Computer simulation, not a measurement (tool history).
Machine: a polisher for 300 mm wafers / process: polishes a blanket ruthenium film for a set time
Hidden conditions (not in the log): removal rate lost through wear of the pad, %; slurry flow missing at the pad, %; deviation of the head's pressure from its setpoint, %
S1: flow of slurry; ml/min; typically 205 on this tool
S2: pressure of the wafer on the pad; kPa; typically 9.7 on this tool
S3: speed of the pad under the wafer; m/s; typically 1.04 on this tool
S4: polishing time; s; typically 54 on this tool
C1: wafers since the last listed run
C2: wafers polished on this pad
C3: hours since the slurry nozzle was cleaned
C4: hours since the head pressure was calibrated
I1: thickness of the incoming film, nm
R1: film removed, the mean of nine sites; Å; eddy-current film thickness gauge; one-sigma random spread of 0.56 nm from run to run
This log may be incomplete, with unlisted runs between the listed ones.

run    hour   S1    S2    S3  S4    C1    C2     C3     C4     I1   R1
  1       0  205   9.7  1.04  54     0   177  303.9  108.9  611.9  456
  2    80.2  255   9.7  1.26  54   975  1153  384.1  189.1  616.6  566
  3   134.2  255   9.7  1.26  54   657  1810  438.1  243.1  615.5  565
      138.4  -- slurry nozzle cleaned
  4   199.3  255   9.7  1.26  54   779  2590   60.9  308.2  606.5  585
  5   261.3  205   9.7  1.04  64   754  3344  122.9  370.2  612.8  560
  6   327.5  205   9.7  1.04  64   805  4150  189.1  436.4  611.2  565
      360.1  -- head pressure recalibrated
      451.7  -- worn pad replaced by a new one
      552.1  -- slurry nozzle cleaned
  7   606.5  205   9.7  1.04  64  3309  1871   54.4  246.4  603.4  526
  8   685.2  205   9.7  1.04  54   957  2828  133.1  325.1  610.2  425
  9   777.3  205   9.7  1.04  54  1120  3949  225.2  417.2  616.9  410
 10   864.7  205   9.7  1.04  54  1063  5012  312.6  504.6  609.9  410
      895.3  -- head pressure recalibrated
      901.2  -- worn pad replaced by a new one
 11   912.5  205   9.7  1.04  54   508   137  360.4   17.2  609.9  407
      921.5  -- slurry nozzle cleaned, repeated, since the last time left the tool worse
 12    1018  205   9.7  1.04  54  1271  1408   96.5  122.7  614.6  473
 13  1116.2  205   9.7  1.04  54  1194  2603  194.7  220.9  609.7  453
 14  1193.7  205   9.7  1.04  54   942  3546  272.2  298.4  604.4  455
 15  1267.9  245   9.7  0.88  54   902  4449  346.4  372.6  623.9  404
     1302.2  -- worn pad replaced by a new one
 16  1310.4  250  12.4  1.18  43   468    99  388.9  415.1  604.3  541
     1327.6  -- slurry nozzle cleaned
 17  1355.4  205   9.7  1.04  54   535   634   27.8  460.1  610.1  466
     1391.8  -- head pressure recalibrated
 18  1411.5  205    11  1.14  40   658  1292   83.9   19.7  607.9  425
 19  1476.3  205   9.7  1.04  64   788  2081  148.7   84.5    599  560
 20  1575.2  245    11  1.04  54  1203  3284  247.6  183.4  620.7  539
 21    1658  205   9.7  1.04  54  1007  4291  330.4  266.2  614.1  463
     1724.2  -- worn pad replaced by a new one
     1802.1  -- slurry nozzle cleaned
 22  1929.1  255   8.3  1.04  54  3237  2481    127  537.3  602.4  429
 23  1991.4  205  11.7  1.04  54   758  3239  189.3  599.6  607.2  552
     2020.9  -- head pressure recalibrated
 24  2093.4  255    11  1.04  54  1216  4456  291.3   72.5  610.4  536

Branching from run 24: 4 alternative next runs. What would each branch give?
  A  2093.8  205   9.7  1.04  67   4  4460  291.7  72.9  607.5   ?
  B  2093.8  155  10.3  1.34  54   4  4460  291.7  72.9  607.5   ?
  C  2093.8  205  12.4   1.4  54   4  4460  291.7  72.9  607.5   ?
  D  2093.8  255   6.9  1.24  69   4  4460  291.7  72.9  607.5   ?

run   R1
  A  569
  B  581
  C  750
  D  540
With the hidden condition removed and each run's random variation left untouched, the same runs would have given:
run   R1
  A  587
  B  605
  C  774
  D  553
